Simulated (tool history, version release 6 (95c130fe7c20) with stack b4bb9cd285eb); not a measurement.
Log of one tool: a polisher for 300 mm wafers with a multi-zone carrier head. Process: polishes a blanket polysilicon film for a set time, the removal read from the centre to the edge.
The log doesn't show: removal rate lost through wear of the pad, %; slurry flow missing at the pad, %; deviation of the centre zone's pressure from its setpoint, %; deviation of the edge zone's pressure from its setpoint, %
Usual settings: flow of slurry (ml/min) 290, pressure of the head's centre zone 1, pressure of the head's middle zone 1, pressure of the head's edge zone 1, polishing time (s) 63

run,hour,flow of slurry (ml/min),pressure of the head's centre zone,pressure of the head's middle zone,pressure of the head's edge zone,polishing time (s),wafers since the last listed run,wafers polished on this pad,hours since the slurry nozzle was cleaned,hours since the centre zone pressure was calibrated,hours since the edge zone pressure was calibrated,hours since the carrier head's membrane was replaced,"incoming thickness of the incoming film, nm",film removed at the wafer's centre (Å),film removed at mid-radius (Å),film removed at the wafer's edge (Å)
1,0,290,1,1,1,48,0,2827,129.5,895,339.2,388.3,1178.1,2661,2611,2651
2,60,290,1,1,1,63,616,3443,189.5,955,399.2,448.3,1192.6,3502,3455,3489
# hour 114.8: worn pad replaced by a new one
3,130.8,355,0.94,1,1,80,686,164,260.3,1025.8,470,519.1,1194.2,4285,4511,4593
4,164.2,260,0.97,0.91,1,76,343,507,293.7,1059.2,503.4,552.5,1169.9,3941,3730,4131
5,195.3,365,0.93,1,1.11,63,319,827,324.8,1090.3,534.5,583.6,1198,3266,3472,3724
# hour 220.6: centre zone pressure recalibrated
6,233.1,290,1.06,1,1,63,367,1195,362.6,12.5,572.3,621.4,1189.6,3479,3413,3390
7,269,290,1,1,1,63,368,1564,398.5,48.4,608.2,657.3,1176.6,3423,3326,3469
8,302.7,290,1,1,1,63,346,1910,432.2,82.1,641.9,691,1194.8,3288,3313,3350
9,358.9,290,1,1,1,63,577,2487,488.4,138.3,698.1,747.2,1170,3298,3331,3397
10,421.9,290,1,1,1,63,647,3134,551.4,201.3,761.1,810.2,1201.3,3209,3221,3306
# hour 448.8: slurry nozzle cleaned
11,482.8,290,1,1,1,63,615,3750,34,262.2,822,871.1,1181,3578,3467,3562
# hour 492.5: edge zone pressure recalibrated
# hour 510.7: worn pad replaced by a new one
# hour 615: carrier head's membrane replaced by a new one
12,645.7,290,1.04,1,1,63,1560,1335,196.9,425.1,153.2,30.7,1186.2,3620,3517,3427
13,710.3,355,1,1,1.12,63,663,1999,261.5,489.7,217.8,95.3,1193.5,3568,3565,3743
14,756.5,290,1,1.07,1,63,474,2473,307.7,535.9,264,141.5,1197.1,3437,3657,3466
15,811.7,315,0.91,0.96,1,63,567,3041,362.9,591.1,319.2,196.7,1176.8,3204,3244,3443
16,864.6,290,1,1,0.9,63,543,3584,415.8,644,372.1,249.6,1186.3,3382,3419,3181
# hour 895.4: worn pad replaced by a new one
17,901.8,290,1,1,1,63,341,65,453,681.2,409.3,286.8,1195.1,3264,3300,3281
18,953.7,290,1,1,1.05,51,533,598,504.9,733.1,461.2,338.7,1187,2649,2679,2699
# hour 1023.9: slurry nozzle cleaned
19,1024.4,255,1,1,1,63,716,1315,0.5,803.8,531.9,409.4,1199.8,3445,3498,3539
20,1051.6,290,1.09,1,1,63,279,1594,27.7,831,559.1,436.6,1196.8,3904,3547,3543
21,1102.5,195,1.06,1,0.95,63,522,2117,78.6,881.9,610,487.5,1183.7,3463,3288,3244
22,1132.6,290,1,1,1,63,309,2426,108.7,912,640.1,517.6,1171.5,3534,3535,3480

Hidden state or all else? Some run-to-run changes of film removed at the wafer's centre (Å), split into what the settings, what came in and random variation would give without the hidden state, and what is left for the hidden state (with any gauge scatter that isn't in both results):
Run 1 -> 2: polishing time (s) 48 -> 63. film removed at the wafer's centre (Å) +841: hidden state -52, all else +893.
Run 10 -> 11: slurry nozzle cleaned. film removed at the wafer's centre (Å) +369: hidden state +343, all else +26.
Run 18 -> 19: flow of slurry (ml/min) 290 -> 255, pressure of the head's edge zone 1.05 -> 1, polishing time (s) 51 -> 63, slurry nozzle cleaned. film removed at the wafer's centre (Å) +796: hidden state +223, all else +573.
